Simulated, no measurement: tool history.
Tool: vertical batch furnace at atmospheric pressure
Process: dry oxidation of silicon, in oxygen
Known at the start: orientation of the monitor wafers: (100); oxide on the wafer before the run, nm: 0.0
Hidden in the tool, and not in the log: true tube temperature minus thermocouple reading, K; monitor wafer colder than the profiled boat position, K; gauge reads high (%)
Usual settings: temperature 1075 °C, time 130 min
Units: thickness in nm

| run | hour | temperature | time | wafers since the last listed run | hours since the last temperature calibration | hours since the boat lift was adjusted | hours since the gauge calibration | read-back reference wafer on the same gauge, thickness | thickness |
|---|---|---|---|---|---|---|---|---|---|
| 1 | 0 | 1084 | 102 | 0 | 1505.6 | 2304.7 | 5.7 | 155.12 | 118.65 |
| 2 | 20.3 | 1084 | 102 | 189 | 1525.9 | 2325 | 26 | 155.07 | 119.93 |
| 3 | 42.9 | 1091 | 130 | 210 | 1548.5 | 2347.6 | 48.6 | 155.12 | 146.81 |
| 4 | 72.2 | 1091 | 130 | 273 | 1577.8 | 2376.9 | 77.9 | 154.96 | 147.2 |
| 5 | 97 | 1091 | 130 | 231 | 1602.6 | 2401.7 | 102.7 | 154.9 | 145.3 |
| 6 | 115 | 1089 | 130 | 167 | 1620.6 | 2419.7 | 120.7 | 154.87 | 144.59 |
| 7 | 150.6 | 1089 | 130 | 331 | 1656.2 | 2455.3 | 156.3 | 154.89 | 144.37 |
| 8 | 178.4 | 1089 | 130 | 259 | 1684 | 2483.1 | 184.1 | 154.88 | 143.91 |
|  | 250.8 | thermocouples replaced and temperature profile calibrated |
| 9 | 251.3 | 1075 | 130 | 455 | 0.5 | 2556 | 257 | 154.93 | 130.66 |
| 10 | 258.4 | 1091 | 130 | 66 | 7.6 | 2563.1 | 264.1 | 154.83 | 146.64 |
| 11 | 291 | 1098 | 183 | 303 | 40.2 | 2595.7 | 296.7 | 155.08 | 188.87 |
|  | 313.5 | gauge calibrated |
| 12 | 323.8 | 1090 | 130 | 305 | 73 | 2628.5 | 10.3 | 155.03 | 145.27 |
|  | 351.3 | boat lift adjusted |
| 13 | 377.3 | 1075 | 172 | 274 | 126.5 | 26 | 63.8 | 155.03 | 154.7 |
| 14 | 405.8 | 1075 | 190 | 265 | 155 | 54.5 | 92.3 | 155.13 | 166.89 |
| 15 | 440.5 | 1075 | 185 | 323 | 189.7 | 89.2 | 127 | 154.82 | 162.19 |
| 16 | 460 | 1098 | 86 | 181 | 209.2 | 108.7 | 146.5 | 155.02 | 118.91 |
| 17 | 491.1 | 1056 | 182 | 289 | 240.3 | 139.8 | 177.6 | 154.86 | 140.36 |
| 18 | 522.4 | 1075 | 130 | 291 | 271.6 | 171.1 | 208.9 | 155.06 | 130.42 |

Forecast each of these 4 alternatives for the next run:
| A | 529.3 | 1075 | 130 | 64 | 278.5 | 178 | 215.8 | ? | ? |
| B | 529.3 | 1082 | 167.5 | 64 | 278.5 | 178 | 215.8 | ? | ? |
| C | 529.3 | 1065 | 154.5 | 64 | 278.5 | 178 | 215.8 | ? | ? |
| D | 529.3 | 1095 | 101.5 | 64 | 278.5 | 178 | 215.8 | ? | ? |

| run | read-back reference wafer on the same gauge, thickness | thickness |
|---|---|---|
| A | 155.1 | 130.21 |
| B | 155.1 | 160.24 |
| C | 155.1 | 135.14 |
| D | 155.1 | 128.44 |
Without the tool's hidden state the same runs would have given:
| run | thickness |
|---|---|
| A | 130.21 |
| B | 160.24 |
| C | 135.14 |
| D | 128.44 |
